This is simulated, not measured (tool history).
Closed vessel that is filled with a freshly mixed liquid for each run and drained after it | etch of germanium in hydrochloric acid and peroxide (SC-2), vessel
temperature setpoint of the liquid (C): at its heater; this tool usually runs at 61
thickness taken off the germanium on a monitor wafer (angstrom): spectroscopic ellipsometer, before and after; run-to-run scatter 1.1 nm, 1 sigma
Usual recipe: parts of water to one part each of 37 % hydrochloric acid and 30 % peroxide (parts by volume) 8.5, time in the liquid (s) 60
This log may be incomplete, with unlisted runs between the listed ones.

run     day  temperature setpoint of the liquid (C)  parts of water to one part each of 37 % hydrochloric acid and 30 % peroxide (parts by volume)  time in the liquid (s)  read-back film thickness of the germanium reference wafer, read on the same gauge (nm)  thickness taken off the germanium on a monitor wafer (angstrom)
  1       0                                      61                                                                                             10                      60                                                                                     140                                                             1704
  2   1.179                                      61                                                                                             10                      60                                                                                  139.97                                                           1707.7
  3   2.638                                      61                                                                                            8.5                      60                                                                                  139.97                                                           1714.6
  4   3.508                                      61                                                                                            8.5                      60                                                                                  139.98                                                           1718.7
  5   4.108                                      61                                                                                            8.5                      60                                                                                  139.99                                                           1715.6
  6   5.075                                      61                                                                                            8.5                      60                                                                                  140.01                                                           1722.6
  7   6.183                                      61                                                                                            7.5                      60                                                                                  139.98                                                           1744.5
  8   7.083                                      61                                                                                            8.5                      60                                                                                  139.96                                                           1738.3
  9   8.421                                      61                                                                                            8.5                      60                                                                                  140.03                                                           1697.6
 10   9.708                                      67                                                                                              7                      30                                                                                  139.98                                                           1112.5
 11  10.538                                      61                                                                                            8.5                      60                                                                                  139.99                                                           1853.3
 12  11.996                                      61                                                                                              5                      60                                                                                  140.01                                                           1910.6
 13  12.842                                      61                                                                                            8.5                      60                                                                                     140                                                           1841.3
 14  13.346                                      61                                                                                            8.5                      50                                                                                  139.96                                                           1551.9
 15  14.638                                      61                                                                                             12                      60                                                                                     140                                                           1783.3
 16  15.217                                      61                                                                                            8.5                      60                                                                                  140.03                                                           1852.1
 17  16.633                                      61                                                                                            8.5                      95                                                                                  140.05                                                           2893.5
 18  17.842                                      61                                                                                            8.5                      85                                                                                  140.02                                                           2603.3
 19  18.904                                      64                                                                                            8.5                      60                                                                                  139.99                                                           2031.4
 20  20.012                                      57                                                                                            5.5                      40                                                                                  140.04                                                           1113.1
 21  21.204                                    55.5                                                                                              5                      50                                                                                  139.97                                                           1325.1
 22  22.688                                    64.5                                                                                            8.5                      30                                                                                  140.02                                                           1016.4
 23  23.467                                      61                                                                                            8.5                      60                                                                                  140.02                                                           1834.1
 24  25.633                                      61                                                                                            8.5                      60                                                                                  140.03                                                           1813.7
 25  26.829                                      61                                                                                              6                      60                                                                                  139.99                                                           1872.5
 26  27.867                                      61                                                                                            8.5                      75                                                                                  139.99                                                           2282.7
 27  29.158                                      64                                                                                              6                      60                                                                                  139.96                                                           2051.2
 28  30.438                                      65                                                                                            8.5                      60                                                                                  140.06                                                           2023.4
 29  31.054                                    57.5                                                                                             12                      75                                                                                  140.01                                                           1963.9

Removed from this log: 3 entries logged between the listed runs. Between which two listed runs does each belong, and how does the tool's hidden state at the listed run before it compare with that at the listed run after it?
After run 3, before run 4: gauge calibrated (day 2.929)
  liquid colder than its thermometer reads (K): 2.65 -> 2.67
  measured result minus the result with no hidden state, thickness taken off the germanium on a monitor wafer (angstrom): -140.3 -> -141.7
After run 9, before run 10: thermometer replaced (day 8.583); chemicals flow meter replaced (day 9.467)
  liquid colder than its thermometer reads (K): 2.81 -> 0.17
  measured result minus the result with no hidden state, thickness taken off the germanium on a monitor wafer (angstrom): -147.7 -> -5.4
